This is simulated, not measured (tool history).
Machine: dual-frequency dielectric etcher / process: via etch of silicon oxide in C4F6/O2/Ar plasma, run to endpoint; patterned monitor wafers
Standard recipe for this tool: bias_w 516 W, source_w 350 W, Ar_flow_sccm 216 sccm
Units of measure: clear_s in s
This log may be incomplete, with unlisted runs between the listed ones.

| run | hour | bias_w | source_w | Ar_flow_sccm | wafers since the last listed run | hours since the last wet clean | hours since the last bias power generator calibration | hours since the last source power generator calibration | hours since the last Ar flow controller change | hours since the last upper electrode change | incoming incoming film thickness, nm | clear_s |
|---|---|---|---|---|---|---|---|---|---|---|---|---|
| 1 | 0.0 | 516 | 350 | 216 | 0 | 0.5 | 2998.8 | 3221.6 | 4661.9 | 25.0 | 104.4 | 24.1 |
| 2 | 0.3 | 516 | 350 | 216 | 4 | 0.8 | 2999.1 | 3221.9 | 4662.2 | 25.3 | 103.2 | 24.0 |
| 3 | 6.2 | 516 | 350 | 216 | 93 | 6.7 | 3005.0 | 3227.8 | 4668.1 | 31.2 | 104.0 | 23.8 |
| 4 | 20.0 | 516 | 280 | 216 | 219 | 20.5 | 3018.8 | 3241.6 | 4681.9 | 45.0 | 104.9 | 29.0 |
| 5 | 33.9 | 556 | 350 | 216 | 221 | 34.4 | 3032.7 | 3255.5 | 4695.8 | 58.9 | 104.0 | 23.6 |
| 6 | 47.6 | 556 | 350 | 216 | 218 | 48.1 | 3046.4 | 3269.2 | 4709.5 | 72.6 | 103.1 | 23.3 |
| 7 | 62.3 | 426 | 350 | 216 | 233 | 62.8 | 3061.1 | 3283.9 | 4724.2 | 87.3 | 102.6 | 24.9 |
| 8 | 76.8 | 426 | 350 | 216 | 230 | 77.3 | 3075.6 | 3298.4 | 4738.7 | 101.8 | 103.4 | 25.3 |
| 9 | 86.6 | 426 | 350 | 216 | 155 | 87.1 | 3085.4 | 3308.2 | 4748.5 | 111.6 | 103.2 | 25.4 |
|  | 95.9 | source power generator calibrated |
| 10 | 96.4 | 516 | 350 | 243 | 92 | 96.9 | 3095.2 | 0.5 | 4758.3 | 121.4 | 103.4 | 24.2 |
| 11 | 102.4 | 575 | 280 | 265 | 95 | 102.9 | 3101.2 | 6.5 | 4764.3 | 127.4 | 104.3 | 28.6 |
| 12 | 115.0 | 516 | 300 | 263 | 200 | 115.5 | 3113.8 | 19.1 | 4776.9 | 140.0 | 105.3 | 28.3 |
| 13 | 124.5 | 516 | 390 | 267 | 151 | 125.0 | 3123.3 | 28.6 | 4786.4 | 149.5 | 104.4 | 23.3 |
| 14 | 132.1 | 516 | 390 | 216 | 120 | 132.6 | 3130.9 | 36.2 | 4794.0 | 157.1 | 104.4 | 22.5 |
| 15 | 144.9 | 516 | 350 | 216 | 203 | 145.4 | 3143.7 | 49.0 | 4806.8 | 169.9 | 103.9 | 24.4 |
|  | 156.4 | Ar flow controller replaced |
| 16 | 156.9 | 516 | 350 | 235 | 95 | 157.4 | 3155.7 | 61.0 | 0.5 | 181.9 | 104.0 | 24.9 |
| 17 | 158.3 | 516 | 350 | 216 | 22 | 158.8 | 3157.1 | 62.4 | 1.9 | 183.3 | 102.8 | 24.5 |
| 18 | 175.5 | 516 | 350 | 216 | 273 | 176.0 | 3174.3 | 79.6 | 19.1 | 200.5 | 104.2 | 24.4 |
|  | 185.7 | bias power generator calibrated |
| 19 | 186.4 | 516 | 420 | 216 | 109 | 186.9 | 0.7 | 90.5 | 30.0 | 211.4 | 104.0 | 21.5 |
| 20 | 193.3 | 516 | 350 | 216 | 109 | 193.8 | 7.6 | 97.4 | 36.9 | 218.3 | 103.2 | 24.4 |
| 21 | 199.9 | 516 | 350 | 216 | 105 | 200.4 | 14.2 | 104.0 | 43.5 | 224.9 | 104.0 | 24.4 |
| 22 | 216.6 | 607 | 400 | 260 | 265 | 217.1 | 30.9 | 120.7 | 60.2 | 241.6 | 102.6 | 21.6 |
| 23 | 229.5 | 552 | 350 | 268 | 205 | 230.0 | 43.8 | 133.6 | 73.1 | 254.5 | 103.8 | 24.4 |
| 24 | 242.7 | 641 | 350 | 165 | 210 | 243.2 | 57.0 | 146.8 | 86.3 | 267.7 | 103.7 | 22.7 |
| 25 | 254.2 | 478 | 350 | 216 | 183 | 254.7 | 68.5 | 158.3 | 97.8 | 279.2 | 104.3 | 25.3 |
| 26 | 262.4 | 516 | 350 | 216 | 130 | 262.9 | 76.7 | 166.5 | 106.0 | 287.4 | 104.2 | 24.6 |
| 27 | 275.9 | 516 | 350 | 259 | 214 | 276.4 | 90.2 | 180.0 | 119.5 | 300.9 | 101.8 | 24.6 |
| 28 | 291.9 | 516 | 350 | 198 | 254 | 292.4 | 106.2 | 196.0 | 135.5 | 316.9 | 104.6 | 24.6 |
| 29 | 304.8 | 551 | 380 | 248 | 205 | 305.3 | 119.1 | 208.9 | 148.4 | 329.8 | 103.9 | 23.7 |

Hidden state or all else? Some run-to-run changes of clear_s, split into what the settings, what came in and random variation would give without the hidden state, and what is left for the hidden state (with any gauge scatter that isn't in both results):
Hidden state present: etch rate over this chamber's usual, %; bias power that arrives over what is set, %; source power that arrives over what is set, %; Ar flow that arrives over what is set, %.
Run 3 -> 4: source_w 350 -> 280. clear_s +5.2 s: hidden state +0.1, all else +5.1.
Run 4 -> 5: bias_w 516 -> 556, source_w 280 -> 350. clear_s -5.4 s: hidden state +0.1, all else -5.5.
Run 6 -> 7: bias_w 556 -> 426. clear_s +1.6 s: hidden state +0.2, all else +1.4.

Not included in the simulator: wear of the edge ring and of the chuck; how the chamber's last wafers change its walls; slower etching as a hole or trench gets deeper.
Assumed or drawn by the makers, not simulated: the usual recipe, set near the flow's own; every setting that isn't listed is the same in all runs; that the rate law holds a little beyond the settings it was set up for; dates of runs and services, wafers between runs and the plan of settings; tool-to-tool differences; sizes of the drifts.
